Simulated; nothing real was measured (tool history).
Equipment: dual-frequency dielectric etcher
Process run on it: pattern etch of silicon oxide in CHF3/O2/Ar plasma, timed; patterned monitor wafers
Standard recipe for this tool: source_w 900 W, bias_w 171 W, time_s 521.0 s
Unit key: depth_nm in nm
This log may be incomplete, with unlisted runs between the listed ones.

run	hour	source_w	bias_w	time_s	wafers since the last listed run	hours since the last wet clean	hours since the last source power generator calibration	hours since the last bias power generator calibration	hours since the last upper electrode change	hours since the gauge calibration	read-back reference wafer on the same gauge, depth_nm	depth_nm
1	0.0	900	171	521.0	0	151.1	2787.2	2318.5	4169.2	606.9	1010.2	1131.6
2	17.3	900	171	521.0	67	168.4	2804.5	2335.8	4186.5	624.2	1009.8	1134.0
3	47.6	900	162	521.0	118	198.7	2834.8	2366.1	4216.8	654.5	1010.3	1106.4
4	66.9	900	162	521.0	75	218.0	2854.1	2385.4	4236.1	673.8	1009.4	1102.7
5	82.8	900	162	521.0	62	233.9	2870.0	2401.3	4252.0	689.7	1009.6	1101.7
6	109.9	900	171	521.0	106	261.0	2897.1	2428.4	4279.1	716.8	1009.8	1126.1
7	132.4	900	171	521.0	88	283.5	2919.6	2450.9	4301.6	739.3	1010.0	1127.4
8	155.4	900	171	521.0	90	306.5	2942.6	2473.9	4324.6	762.3	1009.6	1126.5
# hour 196.7: wet clean of the chamber
9	197.2	900	171	521.0	69	0.5	2984.4	2515.7	4366.4	804.1	1009.9	1134.7
10	218.5	900	171	521.0	83	21.8	3005.7	2537.0	4387.7	825.4	1010.4	1134.7
# hour 239.5: gauge calibrated
# hour 256.6: upper electrode replaced
11	257.1	900	171	521.0	57	60.4	3044.3	2575.6	0.5	17.6	1010.3	1133.2
12	270.9	900	198	624.0	54	74.2	3058.1	2589.4	14.3	31.4	1009.7	1436.1
13	290.7	900	198	624.0	77	94.0	3077.9	2609.2	34.1	51.2	1010.2	1437.0
14	313.3	1100	201	564.5	88	116.6	3100.5	2631.8	56.7	73.8	1010.3	1408.1
15	335.7	730	132	564.5	87	139.0	3122.9	2654.2	79.1	96.2	1009.9	1009.2
16	369.4	1040	187	676.5	131	172.7	3156.6	2687.9	112.8	129.9	1010.4	1598.3
17	404.0	800	157	415.5	135	207.3	3191.2	2722.5	147.4	164.5	1010.1	826.9
# hour 418.6: bias power generator calibrated
18	433.2	740	171	521.0	98	236.5	3220.4	14.6	176.6	193.7	1009.3	1063.6
19	448.0	900	171	521.0	57	251.3	3235.2	29.4	191.4	208.5	1009.9	1148.5
20	479.4	900	171	521.0	122	282.7	3266.6	60.8	222.8	239.9	1010.2	1141.8
# hour 489.2: source power generator calibrated
# hour 517.0: wet clean of the chamber
21	517.5	900	198	624.0	39	0.5	28.3	98.9	260.9	278.0	1010.1	1481.7

For run 22, what comes out?
22	539.1	900	212	426.0	84	22.1	49.9	120.5	282.5	299.6	?	?

Run 22 produced read-back reference wafer on the same gauge, depth_nm 1010.2, depth_nm 1038.1 nm.
The same run, on a tool lacking any hidden state, would have yielded depth_nm 1039.9 nm.
